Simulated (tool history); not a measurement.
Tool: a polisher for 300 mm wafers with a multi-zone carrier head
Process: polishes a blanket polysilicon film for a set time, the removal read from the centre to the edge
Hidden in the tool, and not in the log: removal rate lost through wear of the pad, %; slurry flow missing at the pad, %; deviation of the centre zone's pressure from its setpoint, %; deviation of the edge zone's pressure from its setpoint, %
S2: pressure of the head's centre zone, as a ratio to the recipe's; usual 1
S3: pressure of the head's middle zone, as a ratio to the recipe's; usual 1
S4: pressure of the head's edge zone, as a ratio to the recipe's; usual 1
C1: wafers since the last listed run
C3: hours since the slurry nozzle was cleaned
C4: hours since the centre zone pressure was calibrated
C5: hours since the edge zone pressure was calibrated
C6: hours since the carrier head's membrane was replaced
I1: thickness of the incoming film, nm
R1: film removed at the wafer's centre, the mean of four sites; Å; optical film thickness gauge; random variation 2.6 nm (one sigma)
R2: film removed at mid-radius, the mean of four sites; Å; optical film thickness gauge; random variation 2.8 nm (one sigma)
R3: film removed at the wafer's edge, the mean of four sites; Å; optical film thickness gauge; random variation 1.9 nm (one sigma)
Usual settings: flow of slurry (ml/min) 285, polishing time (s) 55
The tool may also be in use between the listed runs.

run 1 hour=0 | flow_of_slurry_(ml/min)=285 S2=1 S3=1.08 S4=1 polishing_time_(s)=55 | C1=0 wafers_polished_on_this_pad=2499 C3=689.3 C4=32.1 C5=568.3 C6=1577.3 | I1=1127.8 | R1=2337 R2=2440 R3=2351
-- hour=5.9 worn pad replaced by a new one
-- hour=103 slurry nozzle cleaned
run 2 hour=103.5 | flow_of_slurry_(ml/min)=285 S2=0.93 S3=1 S4=1 polishing_time_(s)=55 | C1=691 wafers_polished_on_this_pad=677 C3=0.5 C4=135.6 C5=671.8 C6=1680.8 | I1=1134.2 | R1=2196 R2=2357 R3=2372
run 3 hour=147 | flow_of_slurry_(ml/min)=285 S2=0.93 S3=1 S4=1 polishing_time_(s)=55 | C1=305 wafers_polished_on_this_pad=983 C3=44 C4=179.1 C5=715.3 C6=1724.3 | I1=1139.1 | R1=2154 R2=2334 R3=2336
run 4 hour=183.1 | flow_of_slurry_(ml/min)=285 S2=0.93 S3=1 S4=1 polishing_time_(s)=55 | C1=253 wafers_polished_on_this_pad=1236 C3=80.1 C4=215.2 C5=751.4 C6=1760.4 | I1=1147.9 | R1=2212 R2=2236 R3=2362
run 5 hour=262.5 | flow_of_slurry_(ml/min)=285 S2=1 S3=1 S4=1 polishing_time_(s)=55 | C1=557 wafers_polished_on_this_pad=1793 C3=159.5 C4=294.6 C5=830.8 C6=1839.8 | I1=1131.3 | R1=2325 R2=2261 R3=2376
-- hour=317.4 worn pad replaced by a new one
-- hour=322.4 centre zone pressure recalibrated
run 6 hour=352.2 | flow_of_slurry_(ml/min)=285 S2=1 S3=1 S4=1 polishing_time_(s)=55 | C1=587 wafers_polished_on_this_pad=229 C3=249.2 C4=29.8 C5=920.5 C6=1929.5 | I1=1124.1 | R1=2326 R2=2344 R3=2375
run 7 hour=392.3 | flow_of_slurry_(ml/min)=285 S2=1 S3=1 S4=1 polishing_time_(s)=55 | C1=281 wafers_polished_on_this_pad=511 C3=289.3 C4=69.9 C5=960.6 C6=1969.6 | I1=1151.4 | R1=2334 R2=2336 R3=2355
run 8 hour=436.3 | flow_of_slurry_(ml/min)=285 S2=1.09 S3=1 S4=1 polishing_time_(s)=55 | C1=308 wafers_polished_on_this_pad=820 C3=333.3 C4=113.9 C5=1004.6 C6=2013.6 | I1=1117.5 | R1=2463 R2=2298 R3=2367
run 9 hour=486.8 | flow_of_slurry_(ml/min)=310 S2=0.91 S3=1.08 S4=1.07 polishing_time_(s)=55 | C1=354 wafers_polished_on_this_pad=1174 C3=383.8 C4=164.4 C5=1055.1 C6=2064.1 | I1=1135.6 | R1=2194 R2=2429 R3=2459
-- hour=528.6 carrier head's membrane replaced by a new one
run 10 hour=586.8 | flow_of_slurry_(ml/min)=285 S2=1 S3=1 S4=1 polishing_time_(s)=55 | C1=666 wafers_polished_on_this_pad=1841 C3=483.8 C4=264.4 C5=1155.1 C6=58.2 | I1=1155.8 | R1=2371 R2=2329 R3=2357
-- hour=633.1 edge zone pressure recalibrated
run 11 hour=646.5 | flow_of_slurry_(ml/min)=285 S2=1 S3=1 S4=1 polishing_time_(s)=55 | C1=405 wafers_polished_on_this_pad=2246 C3=543.5 C4=324.1 C5=13.4 C6=117.9 | I1=1137.8 | R1=2331 R2=2279 R3=2373
-- hour=653.4 worn pad replaced by a new one
-- hour=717.7 centre zone pressure recalibrated
run 12 hour=747.4 | flow_of_slurry_(ml/min)=285 S2=1 S3=1 S4=1 polishing_time_(s)=55 | C1=666 wafers_polished_on_this_pad=645 C3=644.4 C4=29.7 C5=114.3 C6=218.8 | I1=1140.5 | R1=2325 R2=2308 R3=2390
-- hour=793.8 slurry nozzle cleaned
run 13 hour=844.1 | flow_of_slurry_(ml/min)=240 S2=0.97 S3=1 S4=1 polishing_time_(s)=68 | C1=671 wafers_polished_on_this_pad=1317 C3=50.3 C4=126.4 C5=211 C6=315.5 | I1=1113.6 | R1=2789 R2=2805 R3=2896
run 14 hour=896 | flow_of_slurry_(ml/min)=285 S2=1 S3=0.92 S4=1.09 polishing_time_(s)=36 | C1=364 wafers_polished_on_this_pad=1681 C3=102.2 C4=178.3 C5=262.9 C6=367.4 | I1=1133.2 | R1=1536 R2=1451 R3=1630
run 15 hour=975.4 | flow_of_slurry_(ml/min)=285 S2=1 S3=1.04 S4=1 polishing_time_(s)=69 | C1=557 wafers_polished_on_this_pad=2239 C3=181.6 C4=257.7 C5=342.3 C6=446.8 | I1=1115.9 | R1=2996 R2=2997 R3=2966
-- hour=1012.4 worn pad replaced by a new one
run 16 hour=1013.7 | flow_of_slurry_(ml/min)=285 S2=1 S3=1 S4=1 polishing_time_(s)=67 | C1=240 wafers_polished_on_this_pad=9 C3=219.9 C4=296 C5=380.6 C6=485.1 | I1=1149.1 | R1=2853 R2=2763 R3=2900
run 17 hour=1070.6 | flow_of_slurry_(ml/min)=285 S2=1 S3=1 S4=1 polishing_time_(s)=55 | C1=399 wafers_polished_on_this_pad=408 C3=276.8 C4=352.9 C5=437.5 C6=542 | I1=1140.5 | R1=2335 R2=2304 R3=2349
-- hour=1108.3 centre zone pressure recalibrated
run 18 hour=1174.4 | flow_of_slurry_(ml/min)=320 S2=1 S3=1 S4=0.9 polishing_time_(s)=55 | C1=714 wafers_polished_on_this_pad=1123 C3=380.6 C4=66.1 C5=541.3 C6=645.8 | I1=1148 | R1=2377 R2=2289 R3=2290
run 19 hour=1276 | flow_of_slurry_(ml/min)=285 S2=1 S3=1 S4=1 polishing_time_(s)=67 | C1=713 wafers_polished_on_this_pad=1836 C3=482.2 C4=167.7 C5=642.9 C6=747.4 | I1=1122 | R1=2835 R2=2809 R3=2918
run 20 hour=1335.6 | flow_of_slurry_(ml/min)=205 S2=1 S3=1 S4=0.88 polishing_time_(s)=68 | C1=418 wafers_polished_on_this_pad=2254 C3=541.8 C4=227.3 C5=702.5 C6=807 | I1=1149.8 | R1=2814 R2=2792 R3=2673
-- hour=1407.8 worn pad replaced by a new one
run 21 hour=1423.2 | flow_of_slurry_(ml/min)=285 S2=1 S3=1 S4=1 polishing_time_(s)=55 | C1=586 wafers_polished_on_this_pad=108 C3=629.4 C4=314.9 C5=790.1 C6=894.6 | I1=1147.2 | R1=2323 R2=2246 R3=2356
-- hour=1430.2 centre zone pressure recalibrated
run 22 hour=1495.1 | flow_of_slurry_(ml/min)=230 S2=1.11 S3=1 S4=1 polishing_time_(s)=49 | C1=490 wafers_polished_on_this_pad=598 C3=701.3 C4=64.9 C5=862 C6=966.5 | I1=1135.9 | R1=2247 R2=2024 R3=2087

The tool's hidden state at each run:
removal rate lost through wear of the pad, %: 0 in every run
slurry flow missing at the pad, %: 0 in every run
deviation of the centre zone's pressure from its setpoint, %: 0 in every run
deviation of the edge zone's pressure from its setpoint, %: 0 in every run
